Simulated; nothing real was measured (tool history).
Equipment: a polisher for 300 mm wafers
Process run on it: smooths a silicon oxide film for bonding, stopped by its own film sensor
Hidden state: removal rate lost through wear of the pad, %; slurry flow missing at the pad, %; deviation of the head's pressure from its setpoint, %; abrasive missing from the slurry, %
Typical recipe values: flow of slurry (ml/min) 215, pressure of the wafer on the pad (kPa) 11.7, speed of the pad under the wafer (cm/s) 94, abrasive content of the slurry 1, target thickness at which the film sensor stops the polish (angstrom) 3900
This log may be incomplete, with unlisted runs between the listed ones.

run   hour  flow of slurry (ml/min)  pressure of the wafer on the pad (kPa)  speed of the pad under the wafer (cm/s)  abrasive content of the slurry  target thickness at which the film sensor stops the polish (angstrom)  wafers since the last listed run  wafers polished on this pad  hours since the slurry nozzle was cleaned  hours since the head pressure was calibrated  hours since the slurry blender was calibrated  incoming thickness of the incoming film, nm  time until the film sensor stopped the polish (s)
  1      0                      215                                    11.7                                       86                               1                                                                   3900                                 0                          546                                       85.8                                        1244.2                                          133.4                                        427.1                                               79.6
       4.7  -- slurry blender recalibrated
  2    7.3                      215                                    11.7                                       86                               1                                                                   3900                                56                          603                                       93.1                                        1251.5                                            2.6                                        433.8                                               87.7
      14.9  -- worn pad replaced by a new one
  3   22.4                      215                                    11.7                                       86                               1                                                                   3900                               118                           80                                      108.2                                        1266.6                                           17.7                                        425.7                                               68.1
  4   32.4                      215                                    11.7                                       94                               1                                                                   3900                               106                          187                                      118.2                                        1276.6                                           27.7                                        433.9                                               83.3
  5   75.9                      215                                    11.7                                       94                               1                                                                   3900                               465                          652                                      161.7                                        1320.1                                           71.2                                        434.2                                               86.8
      81.1  -- worn pad replaced by a new one
  6   82.5                      215                                    11.7                                       94                               1                                                                   3900                                27                           15                                      168.3                                        1326.7                                           77.8                                        428.2                                                 72
  7   92.4                      215                                    11.7                                       94                               1                                                                   3900                               105                          121                                      178.2                                        1336.6                                           87.7                                        431.5                                               79.6
  8  103.9                      215                                    11.7                                       94                               1                                                                   3900                               123                          244                                      189.7                                        1348.1                                           99.2                                        426.3                                               71.9
  9    117                      160                                    11.7                                       94                               1                                                                   3900                               140                          384                                      202.8                                        1361.2                                          112.3                                        429.4                                               81.9
 10  129.9                      215                                    11.7                                       94                               1                                                                   3900                               137                          522                                      215.7                                        1374.1                                          125.2                                        429.6                                               79.4

Expected results for the next run?
     135.1  -- slurry nozzle cleaned
     137.4  -- worn pad replaced by a new one
 11  137.9                      215                                     7.6                                       94                               1                                                                   3900                                50                            5                                        2.8                                        1382.1                                          133.2                                        435.6                                                  ?

{"run 11": {"time until the film sensor stopped the polish (s)": 135.9}}
Take away the tool's hidden state, keep the run-to-run variation as it was, and the same run would have given time until the film sensor stopped the polish (s) 127.

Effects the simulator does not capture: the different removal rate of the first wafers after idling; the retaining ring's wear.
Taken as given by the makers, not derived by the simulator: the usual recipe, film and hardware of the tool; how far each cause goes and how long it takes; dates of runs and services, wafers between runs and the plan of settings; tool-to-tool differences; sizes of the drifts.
